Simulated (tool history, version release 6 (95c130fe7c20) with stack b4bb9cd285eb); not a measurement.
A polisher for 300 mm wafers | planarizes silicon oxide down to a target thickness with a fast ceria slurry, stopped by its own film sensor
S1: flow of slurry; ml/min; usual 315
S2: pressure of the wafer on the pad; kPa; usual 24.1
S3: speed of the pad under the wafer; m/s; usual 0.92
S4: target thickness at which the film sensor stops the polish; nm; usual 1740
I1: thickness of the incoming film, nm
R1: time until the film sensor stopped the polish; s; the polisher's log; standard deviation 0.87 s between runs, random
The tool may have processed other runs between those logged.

run 1 hour=0.0 | S1=315 S2=24.1 S3=0.92 S4=1993 | I1=2769.1 | R1=41.7
run 2 hour=60.3 | S1=315 S2=24.1 S3=0.92 S4=1993 | I1=2746.1 | R1=40.4
-- hour=81.9 worn pad replaced by a new one
run 3 hour=140.5 | S1=315 S2=24.1 S3=0.92 S4=1740 | I1=2823.9 | R1=59.8
-- hour=162.7 slurry nozzle cleaned
run 4 hour=208.8 | S1=315 S2=24.1 S3=0.92 S4=1740 | I1=2773.1 | R1=56.5
-- hour=247.4 head pressure recalibrated
run 5 hour=247.9 | S1=285 S2=24.1 S3=0.92 S4=1740 | I1=2839.1 | R1=55.7
run 6 hour=340.9 | S1=315 S2=24.1 S3=0.92 S4=1740 | I1=2800.9 | R1=56.0
-- hour=355.5 worn pad replaced by a new one
run 7 hour=400.3 | S1=315 S2=24.1 S3=0.92 S4=1639 | I1=2796.4 | R1=66.5
-- hour=414.4 slurry nozzle cleaned
run 8 hour=458.3 | S1=315 S2=24.1 S3=0.92 S4=1639 | I1=2769.2 | R1=59.7
run 9 hour=508.2 | S1=315 S2=24.1 S3=0.92 S4=1639 | I1=2799.4 | R1=63.8
run 10 hour=555.0 | S1=315 S2=24.1 S3=0.82 S4=2008 | I1=2803.3 | R1=51.1
-- hour=586.2 worn pad replaced by a new one
run 11 hour=606.4 | S1=315 S2=24.1 S3=0.92 S4=1740 | I1=2738.6 | R1=55.3
-- hour=651.9 slurry nozzle cleaned
run 12 hour=653.7 | S1=315 S2=24.1 S3=0.92 S4=1740 | I1=2820.7 | R1=60.5
run 13 hour=745.1 | S1=315 S2=21.4 S3=0.92 S4=1740 | I1=2801.6 | R1=65.6
-- hour=779.2 head pressure recalibrated
-- hour=811.6 worn pad replaced by a new one
run 14 hour=835.5 | S1=315 S2=24.1 S3=0.92 S4=1993 | I1=2806.8 | R1=41.7
run 15 hour=875.5 | S1=315 S2=24.1 S3=0.92 S4=2036 | I1=2808.5 | R1=41.5
-- hour=944.9 slurry nozzle cleaned
run 16 hour=961.5 | S1=350 S2=20.0 S3=1.12 S4=1923 | I1=2763.1 | R1=43.1
run 17 hour=1019.3 | S1=395 S2=24.1 S3=0.72 S4=1868 | I1=2818.6 | R1=63.0
-- hour=1052.5 worn pad replaced by a new one
run 18 hour=1106.6 | S1=315 S2=21.4 S3=0.82 S4=1740 | I1=2823.3 | R1=76.2
-- hour=1199.0 slurry nozzle cleaned
run 19 hour=1203.8 | S1=355 S2=24.1 S3=0.92 S4=2027 | I1=2792.3 | R1=41.9
run 20 hour=1256.0 | S1=315 S2=24.1 S3=0.92 S4=1740 | I1=2818.0 | R1=61.2

Alternative continuations, all from the tool just after run 20; predict every row:
run A hour=1256.4 | S1=315 S2=17.2 S3=0.92 S4=1740 | I1=2770.2 | R1=?
run B hour=1256.4 | S1=420 S2=24.1 S3=0.92 S4=2081 | I1=2770.2 | R1=?
run C hour=1256.4 | S1=350 S2=24.1 S3=0.92 S4=1636 | I1=2770.2 | R1=?
run D hour=1256.4 | S1=315 S2=32.4 S3=0.92 S4=1740 | I1=2770.2 | R1=?

run=A R1=80.9
run=B R1=37.6
run=C R1=62.9
run=D R1=43.0
Without the tool's hidden state the same runs would have given:
run=A R1=71.7
run=B R1=33.5
run=C R1=55.9
run=D R1=38.1
